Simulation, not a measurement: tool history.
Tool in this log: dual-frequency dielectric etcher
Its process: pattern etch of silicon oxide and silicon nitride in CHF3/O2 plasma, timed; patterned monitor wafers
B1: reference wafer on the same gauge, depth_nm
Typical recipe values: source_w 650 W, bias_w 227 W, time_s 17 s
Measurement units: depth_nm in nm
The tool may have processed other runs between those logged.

Run 1, hour 0: usual settings; B1 31.9. Result: depth_nm 28.35 nm.
Run 2, hour 198.1: usual settings; B1 31.9. Result: depth_nm 27.62 nm.
At hour 250.8: wet clean of the chamber.
Run 3, hour 281.4: usual settings; B1 31.9. Result: depth_nm 28.51 nm.
Run 4, hour 384.5: usual settings; B1 31.96. Result: depth_nm 28.45 nm.
Run 5, hour 463.8: usual settings; B1 31.86. Result: depth_nm 28.1 nm.
Run 6, hour 530.6: usual settings but time_s 21 s; B1 31.93. Result: depth_nm 34.28 nm.
At hour 643.3: upper electrode replaced.
At hour 673.1: wet clean of the chamber.
At hour 681.9: source power generator calibrated.
Run 7, hour 802.5: usual settings but bias_w 185 W; B1 31.9. Result: depth_nm 26.39 nm.
Run 8, hour 890.9: usual settings but time_s 13.5 s; B1 31.89. Result: depth_nm 22.42 nm.
At hour 898.9: bias power generator calibrated.
At hour 922.7: gauge calibrated.
Run 9, hour 970.3: usual settings but time_s 13.5 s; B1 31.95. Result: depth_nm 22.3 nm.
At hour 1038.7: wet clean of the chamber.
Run 10, hour 1056.9: usual settings but time_s 13.5 s; B1 31.9. Result: depth_nm 23.26 nm.
Run 11, hour 1139.3: usual settings; B1 31.85. Result: depth_nm 28.69 nm.
Run 12, hour 1275.3: usual settings; B1 31.99. Result: depth_nm 28.65 nm.
Run 13, hour 1313.6: usual settings but source_w 600 W, bias_w 204 W, time_s 14.5 s; B1 31.9. Result: depth_nm 22.49 nm.
Run 14, hour 1353: usual settings; B1 31.86. Result: depth_nm 27.73 nm.
Run 15, hour 1444.7: usual settings; B1 31.89. Result: depth_nm 27.43 nm.
At hour 1480.9: wet clean of the chamber.
Run 16, hour 1481.4: usual settings but source_w 770 W, bias_w 191 W, time_s 18.5 s; B1 31.91. Result: depth_nm 32.45 nm.
Run 17, hour 1581.2: usual settings but source_w 500 W, bias_w 276 W, time_s 21 s; B1 31.91. Result: depth_nm 33.29 nm.
Run 18, hour 1632.7: usual settings but time_s 19 s; B1 31.87. Result: depth_nm 32.32 nm.
Run 19, hour 1674: usual settings but source_w 700 W, bias_w 197 W, time_s 14.5 s; B1 31.96. Result: depth_nm 24.28 nm.
Run 20, hour 1710.7: usual settings but source_w 520 W; B1 31.88. Result: depth_nm 25.43 nm.
Run 21, hour 1760.4: usual settings; B1 31.97. Result: depth_nm 28.21 nm.
Run 22, hour 1830.4: usual settings but source_w 520 W, bias_w 182 W, time_s 14 s; B1 31.93. Result: depth_nm 18.99 nm.
Run 23, hour 1911.8: usual settings but bias_w 262 W, time_s 14.5 s; B1 31.89. Result: depth_nm 24.99 nm.
At hour 1944: wet clean of the chamber.
Run 24, hour 1950.7: usual settings but source_w 740 W, bias_w 268 W, time_s 12.5 s; B1 31.95. Result: depth_nm 24.5 nm.
Run 25, hour 2050.7: usual settings but source_w 600 W; B1 31.87. Result: depth_nm 27.9 nm.

Forecast each of these 4 alternatives for the next run:
Run A, hour 2051.1: usual settings but bias_w 245 W; B1 ?. Result: depth_nm ?.
Run B, hour 2051.1: usual settings but source_w 710 W, bias_w 248 W, time_s 19 s; B1 ?. Result: depth_nm ?.
Run C, hour 2051.1: usual settings but source_w 710 W, bias_w 171 W, time_s 12.5 s; B1 ?. Result: depth_nm ?.
Run D, hour 2051.1: usual settings but bias_w 284 W; B1 ?. Result: depth_nm ?.

run     B1  depth_nm
  A  31.86     29.69
  B  31.86     34.85
  C  31.86     20.05
  D  31.86     31.38
Stripped of hidden state, with their random variation kept, the same runs would have yielded:
run  depth_nm
  A        30
  B     35.21
  C     20.26
  D     31.71

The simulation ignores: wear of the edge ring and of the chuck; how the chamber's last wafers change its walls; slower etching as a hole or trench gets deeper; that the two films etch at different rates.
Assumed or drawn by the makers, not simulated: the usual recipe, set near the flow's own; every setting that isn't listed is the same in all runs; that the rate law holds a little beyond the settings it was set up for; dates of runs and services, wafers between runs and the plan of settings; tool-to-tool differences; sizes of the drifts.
